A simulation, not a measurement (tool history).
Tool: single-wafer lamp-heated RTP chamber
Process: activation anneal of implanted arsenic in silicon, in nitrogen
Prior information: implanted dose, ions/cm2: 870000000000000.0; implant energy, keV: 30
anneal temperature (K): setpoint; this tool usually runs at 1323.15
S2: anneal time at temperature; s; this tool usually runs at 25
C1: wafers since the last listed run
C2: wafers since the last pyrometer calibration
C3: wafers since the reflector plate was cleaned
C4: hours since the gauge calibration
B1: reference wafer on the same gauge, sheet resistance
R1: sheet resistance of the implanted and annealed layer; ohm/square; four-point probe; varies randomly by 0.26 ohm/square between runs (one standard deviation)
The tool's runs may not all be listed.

{"run": 1, "day": 0.0, "anneal temperature (K)": 1323.15, "S2": 21, "C1": 0, "C2": 3033, "C3": 3375, "C4": 426.3, "B1": 124.96, "R1": 129.92}
{"run": 2, "day": 0.846, "anneal temperature (K)": 1323.15, "S2": 25, "C1": 209, "C2": 3243, "C3": 3585, "C4": 446.6, "B1": 125.08, "R1": 129.65}
{"run": 3, "day": 2.192, "anneal temperature (K)": 1323.15, "S2": 36, "C1": 333, "C2": 3577, "C3": 3919, "C4": 478.9, "B1": 124.88, "R1": 126.89}
{"run": 4, "day": 2.929, "anneal temperature (K)": 1323.15, "S2": 36, "C1": 183, "C2": 3760, "C3": 4102, "C4": 496.6, "B1": 124.9, "R1": 126.74}
{"run": 5, "day": 3.462, "anneal temperature (K)": 1323.15, "S2": 32, "C1": 132, "C2": 3893, "C3": 4234, "C4": 509.4, "B1": 125.06, "R1": 127.53}
{"run": 6, "day": 4.325, "anneal temperature (K)": 1323.15, "S2": 32, "C1": 214, "C2": 4107, "C3": 4448, "C4": 530.1, "B1": 125.08, "R1": 127.66}
{"run": 7, "day": 5.15, "anneal temperature (K)": 1323.15, "S2": 32, "C1": 204, "C2": 4311, "C3": 4653, "C4": 549.9, "B1": 124.82, "R1": 127.54}
{"run": 8, "day": 6.362, "anneal temperature (K)": 1323.15, "S2": 25, "C1": 300, "C2": 4612, "C3": 4954, "C4": 579, "B1": 124.91, "R1": 129.13}
{"run": 9, "day": 6.992, "anneal temperature (K)": 1323.15, "S2": 25, "C1": 156, "C2": 4769, "C3": 5110, "C4": 594.1, "B1": 124.95, "R1": 129.23}
{"run": 10, "day": 10.358, "anneal temperature (K)": 1323.15, "S2": 25, "C1": 835, "C2": 5604, "C3": 5946, "C4": 674.9, "B1": 125.04, "R1": 128.33}
{"run": 11, "day": 11.65, "anneal temperature (K)": 1313.15, "S2": 25, "C1": 320, "C2": 5925, "C3": 6266, "C4": 705.9, "B1": 124.96, "R1": 129.4}
{"day": 12.088, "done": "gauge calibrated"}
{"run": 12, "day": 12.375, "anneal temperature (K)": 1323.15, "S2": 25, "C1": 179, "C2": 6104, "C3": 6446, "C4": 6.9, "B1": 124.91, "R1": 128.58}
{"run": 13, "day": 13.829, "anneal temperature (K)": 1323.15, "S2": 34, "C1": 360, "C2": 6465, "C3": 6807, "C4": 41.8, "B1": 125.13, "R1": 126.65}
{"run": 14, "day": 14.458, "anneal temperature (K)": 1323.15, "S2": 25, "C1": 156, "C2": 6621, "C3": 6963, "C4": 56.9, "B1": 124.91, "R1": 128.29}
{"day": 15.846, "done": "pyrometer window cleaned and pyrometer calibrated"}
{"run": 15, "day": 15.888, "anneal temperature (K)": 1323.15, "S2": 25, "C1": 271, "C2": 10, "C3": 7235, "C4": 91.2, "B1": 125.02, "R1": 129.88}
{"day": 17.938, "done": "reflector plate cleaned"}
{"run": 16, "day": 19.95, "anneal temperature (K)": 1309.15, "S2": 17, "C1": 925, "C2": 935, "C3": 498, "C4": 188.7, "B1": 124.99, "R1": 133.05}
{"run": 17, "day": 20.646, "anneal temperature (K)": 1323.15, "S2": 38, "C1": 172, "C2": 1108, "C3": 671, "C4": 205.4, "B1": 124.9, "R1": 127.27}
{"run": 18, "day": 21.771, "anneal temperature (K)": 1350.15, "S2": 14, "C1": 279, "C2": 1387, "C3": 950, "C4": 232.4, "B1": 125.01, "R1": 129.59}
{"run": 19, "day": 22.5, "anneal temperature (K)": 1323.15, "S2": 25, "C1": 180, "C2": 1568, "C3": 1131, "C4": 249.9, "B1": 124.9, "R1": 129.22}
{"run": 20, "day": 23.471, "anneal temperature (K)": 1307.15, "S2": 36, "C1": 240, "C2": 1809, "C3": 1372, "C4": 273.2, "B1": 125.07, "R1": 129.91}
{"run": 21, "day": 24.371, "anneal temperature (K)": 1344.15, "S2": 13, "C1": 223, "C2": 2032, "C3": 1596, "C4": 294.8, "B1": 124.98, "R1": 131.23}
{"run": 22, "day": 25.85, "anneal temperature (K)": 1350.15, "S2": 10, "C1": 367, "C2": 2400, "C3": 1963, "C4": 330.3, "B1": 125.05, "R1": 131.59}

Give the tool's hidden conditions for every run:
wafer temperature error from the tarnished reflector plate, K: 0 in every run
gauge reads high (%): 0 in every run
H1: true wafer temperature minus pyrometer reading, K
run=1 H1=4.14
run=2 H1=4.42
run=3 H1=4.91
run=4 H1=5.2
run=5 H1=5.42
run=6 H1=5.79
run=7 H1=6.16
run=8 H1=6.74
run=9 H1=7.05
run=10 H1=8.92
run=11 H1=9.72
run=12 H1=10.2
run=13 H1=11.2
run=14 H1=11.6
run=15 H1=0.843
run=16 H1=1.07
run=17 H1=1.15
run=18 H1=1.31
run=19 H1=1.43
run=20 H1=1.61
run=21 H1=1.81
run=22 H1=2.17
